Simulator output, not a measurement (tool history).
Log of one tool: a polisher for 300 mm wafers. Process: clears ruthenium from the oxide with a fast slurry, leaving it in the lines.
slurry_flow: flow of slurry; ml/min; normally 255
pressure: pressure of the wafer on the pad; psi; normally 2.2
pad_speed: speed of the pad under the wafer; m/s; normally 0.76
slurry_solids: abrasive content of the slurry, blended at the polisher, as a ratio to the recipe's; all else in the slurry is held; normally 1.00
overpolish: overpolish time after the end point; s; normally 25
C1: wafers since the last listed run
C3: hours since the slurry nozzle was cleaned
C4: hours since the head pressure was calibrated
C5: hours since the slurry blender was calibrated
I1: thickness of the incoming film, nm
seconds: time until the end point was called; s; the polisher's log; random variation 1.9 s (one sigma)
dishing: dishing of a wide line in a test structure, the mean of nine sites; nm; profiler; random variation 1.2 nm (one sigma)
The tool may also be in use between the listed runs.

run 1 hour=0.0 | slurry_flow=255 pressure=2.2 pad_speed=0.76 slurry_solids=1.20 overpolish=25 | C1=0 wafers_polished_on_this_pad=1837 C3=61.6 C4=248.0 C5=54.1 | I1=230.4 | seconds=99.9 dishing=53.4
-- hour=8.8 worn pad replaced by a new one
run 2 hour=20.2 | slurry_flow=255 pressure=2.2 pad_speed=0.76 slurry_solids=1.20 overpolish=25 | C1=171 wafers_polished_on_this_pad=120 C3=81.8 C4=268.2 C5=74.3 | I1=229.1 | seconds=99.1 dishing=51.8
run 3 hour=52.4 | slurry_flow=255 pressure=2.2 pad_speed=0.76 slurry_solids=1.00 overpolish=25 | C1=340 wafers_polished_on_this_pad=460 C3=114.0 C4=300.4 C5=106.5 | I1=229.2 | seconds=111.4 dishing=47.2
run 4 hour=98.8 | slurry_flow=255 pressure=2.2 pad_speed=0.76 slurry_solids=1.00 overpolish=25 | C1=490 wafers_polished_on_this_pad=951 C3=160.4 C4=346.8 C5=152.9 | I1=226.5 | seconds=107.1 dishing=47.0
run 5 hour=116.6 | slurry_flow=255 pressure=2.2 pad_speed=0.76 slurry_solids=1.00 overpolish=25 | C1=188 wafers_polished_on_this_pad=1139 C3=178.2 C4=364.6 C5=170.7 | I1=232.5 | seconds=113.0 dishing=46.2
run 6 hour=140.0 | slurry_flow=255 pressure=2.2 pad_speed=0.76 slurry_solids=1.00 overpolish=14 | C1=247 wafers_polished_on_this_pad=1386 C3=201.6 C4=388.0 C5=194.1 | I1=232.4 | seconds=115.7 dishing=26.1
run 7 hour=169.1 | slurry_flow=255 pressure=2.2 pad_speed=0.76 slurry_solids=1.00 overpolish=14 | C1=307 wafers_polished_on_this_pad=1694 C3=230.7 C4=417.1 C5=223.2 | I1=232.2 | seconds=121.5 dishing=25.9
-- hour=178.0 worn pad replaced by a new one, of another model than before
-- hour=184.5 slurry nozzle cleaned
run 8 hour=185.0 | slurry_flow=255 pressure=2.2 pad_speed=0.76 slurry_solids=1.00 overpolish=14 | C1=115 wafers_polished_on_this_pad=63 C3=0.5 C4=433.0 C5=239.1 | I1=232.3 | seconds=108.3 dishing=29.0
-- hour=193.4 slurry blender recalibrated
run 9 hour=205.5 | slurry_flow=255 pressure=2.2 pad_speed=0.76 slurry_solids=1.00 overpolish=25 | C1=195 wafers_polished_on_this_pad=259 C3=21.0 C4=453.5 C5=12.1 | I1=229.4 | seconds=103.3 dishing=48.3
run 10 hour=227.4 | slurry_flow=325 pressure=2.2 pad_speed=0.76 slurry_solids=1.00 overpolish=25 | C1=231 wafers_polished_on_this_pad=490 C3=42.9 C4=475.4 C5=34.0 | I1=231.9 | seconds=106.0 dishing=50.9
run 11 hour=260.6 | slurry_flow=325 pressure=2.2 pad_speed=0.76 slurry_solids=1.00 overpolish=25 | C1=351 wafers_polished_on_this_pad=841 C3=76.1 C4=508.6 C5=67.2 | I1=230.0 | seconds=103.3 dishing=49.4
run 12 hour=283.9 | slurry_flow=255 pressure=2.2 pad_speed=0.76 slurry_solids=1.00 overpolish=25 | C1=246 wafers_polished_on_this_pad=1087 C3=99.4 C4=531.9 C5=90.5 | I1=231.0 | seconds=107.7 dishing=47.3
run 13 hour=297.2 | slurry_flow=255 pressure=2.2 pad_speed=0.76 slurry_solids=1.00 overpolish=25 | C1=140 wafers_polished_on_this_pad=1228 C3=112.7 C4=545.2 C5=103.8 | I1=232.9 | seconds=110.9 dishing=47.3
run 14 hour=317.5 | slurry_flow=255 pressure=2.2 pad_speed=0.76 slurry_solids=1.00 overpolish=25 | C1=214 wafers_polished_on_this_pad=1443 C3=133.0 C4=565.5 C5=124.1 | I1=234.1 | seconds=109.7 dishing=47.7
run 15 hour=353.5 | slurry_flow=310 pressure=2.2 pad_speed=0.62 slurry_solids=1.00 overpolish=15 | C1=380 wafers_polished_on_this_pad=1823 C3=169.0 C4=601.5 C5=160.1 | I1=230.5 | seconds=118.1 dishing=26.9
-- hour=368.0 worn pad replaced by a new one
run 16 hour=371.5 | slurry_flow=205 pressure=2.2 pad_speed=0.56 slurry_solids=0.75 overpolish=19 | C1=148 wafers_polished_on_this_pad=37 C3=187.0 C4=619.5 C5=178.1 | I1=229.6 | seconds=146.2 dishing=27.1
run 17 hour=384.2 | slurry_flow=255 pressure=2.5 pad_speed=0.76 slurry_solids=1.00 overpolish=15 | C1=134 wafers_polished_on_this_pad=171 C3=199.7 C4=632.2 C5=190.8 | I1=226.3 | seconds=100.3 dishing=31.2
-- hour=402.4 slurry blender recalibrated
run 18 hour=405.8 | slurry_flow=255 pressure=1.7 pad_speed=0.76 slurry_solids=1.00 overpolish=36 | C1=207 wafers_polished_on_this_pad=378 C3=221.3 C4=653.8 C5=3.4 | I1=226.1 | seconds=131.1 dishing=53.7
-- hour=411.6 slurry nozzle cleaned
run 19 hour=439.1 | slurry_flow=345 pressure=2.2 pad_speed=0.76 slurry_solids=1.00 overpolish=16 | C1=341 wafers_polished_on_this_pad=720 C3=27.5 C4=687.1 C5=36.7 | I1=232.5 | seconds=108.5 dishing=32.7
run 20 hour=470.3 | slurry_flow=255 pressure=2.2 pad_speed=0.76 slurry_solids=1.00 overpolish=25 | C1=329 wafers_polished_on_this_pad=1050 C3=58.7 C4=718.3 C5=67.9 | I1=230.2 | seconds=107.3 dishing=49.6
-- hour=484.5 head pressure recalibrated
run 21 hour=503.1 | slurry_flow=255 pressure=2.2 pad_speed=0.76 slurry_solids=1.00 overpolish=25 | C1=325 wafers_polished_on_this_pad=1375 C3=91.5 C4=18.6 C5=100.7 | I1=233.9 | seconds=112.9 dishing=48.9
run 22 hour=525.7 | slurry_flow=170 pressure=2.9 pad_speed=0.96 slurry_solids=0.80 overpolish=25 | C1=238 wafers_polished_on_this_pad=1614 C3=114.1 C4=41.2 C5=123.3 | I1=227.9 | seconds=87.5 dishing=56.8
-- hour=540.3 worn pad replaced by a new one
run 23 hour=555.6 | slurry_flow=255 pressure=2.6 pad_speed=0.52 slurry_solids=0.80 overpolish=36 | C1=273 wafers_polished_on_this_pad=161 C3=144.0 C4=71.1 C5=153.2 | I1=228.2 | seconds=121.8 dishing=56.0
run 24 hour=571.0 | slurry_flow=255 pressure=2.2 pad_speed=0.76 slurry_solids=1.00 overpolish=14 | C1=162 wafers_polished_on_this_pad=324 C3=159.4 C4=86.5 C5=168.6 | I1=233.6 | seconds=112.4 dishing=27.5
run 25 hour=585.3 | slurry_flow=255 pressure=2.2 pad_speed=0.76 slurry_solids=1.00 overpolish=25 | C1=151 wafers_polished_on_this_pad=475 C3=173.7 C4=100.8 C5=182.9 | I1=226.7 | seconds=105.6 dishing=47.6
run 26 hour=614.7 | slurry_flow=285 pressure=2.2 pad_speed=0.96 slurry_solids=1.00 overpolish=38 | C1=310 wafers_polished_on_this_pad=786 C3=203.1 C4=130.2 C5=212.3 | I1=231.9 | seconds=97.9 dishing=75.8
-- hour=625.7 slurry nozzle cleaned
-- hour=627.4 slurry blender recalibrated
run 27 hour=647.3 | slurry_flow=255 pressure=2.2 pad_speed=0.76 slurry_solids=1.00 overpolish=25 | C1=315 wafers_polished_on_this_pad=1101 C3=21.6 C4=162.8 C5=19.9 | I1=233.4 | seconds=111.8 dishing=48.5
run 28 hour=675.3 | slurry_flow=255 pressure=2.8 pad_speed=0.58 slurry_solids=1.00 overpolish=25 | C1=296 wafers_polished_on_this_pad=1397 C3=49.6 C4=190.8 C5=47.9 | I1=229.0 | seconds=100.1 dishing=50.9
run 29 hour=694.9 | slurry_flow=310 pressure=2.2 pad_speed=0.52 slurry_solids=1.00 overpolish=17 | C1=207 wafers_polished_on_this_pad=1604 C3=69.2 C4=210.4 C5=67.5 | I1=234.1 | seconds=126.5 dishing=28.6

Exercise: give the hidden state of the tool at every run:
removal rate lost through wear of the pad, %: 0 in every run
deviation of the head's pressure from its setpoint, %: 0 in every run
abrasive missing from the slurry, %: 0 in every run
H1: slurry flow missing at the pad, %
run=1 H1=5.14
run=2 H1=7.64
run=3 H1=13.1
run=4 H1=24
run=5 H1=29.2
run=6 H1=36.9
run=7 H1=47.7
run=8 H1=4.29
run=9 H1=4.67
run=10 H1=5.87
run=11 H1=9.27
run=12 H1=12.8
run=13 H1=15.2
run=14 H1=19.5
run=15 H1=28.9
run=16 H1=34.4
run=17 H1=38.6
run=18 H1=46.4
run=19 H1=2.79
run=20 H1=5.11
run=21 H1=9.35
run=22 H1=13.3
run=23 H1=20
run=24 H1=24
run=25 H1=28.1
run=26 H1=37.6
run=27 H1=2.45
run=28 H1=4.17
run=29 H1=6.18

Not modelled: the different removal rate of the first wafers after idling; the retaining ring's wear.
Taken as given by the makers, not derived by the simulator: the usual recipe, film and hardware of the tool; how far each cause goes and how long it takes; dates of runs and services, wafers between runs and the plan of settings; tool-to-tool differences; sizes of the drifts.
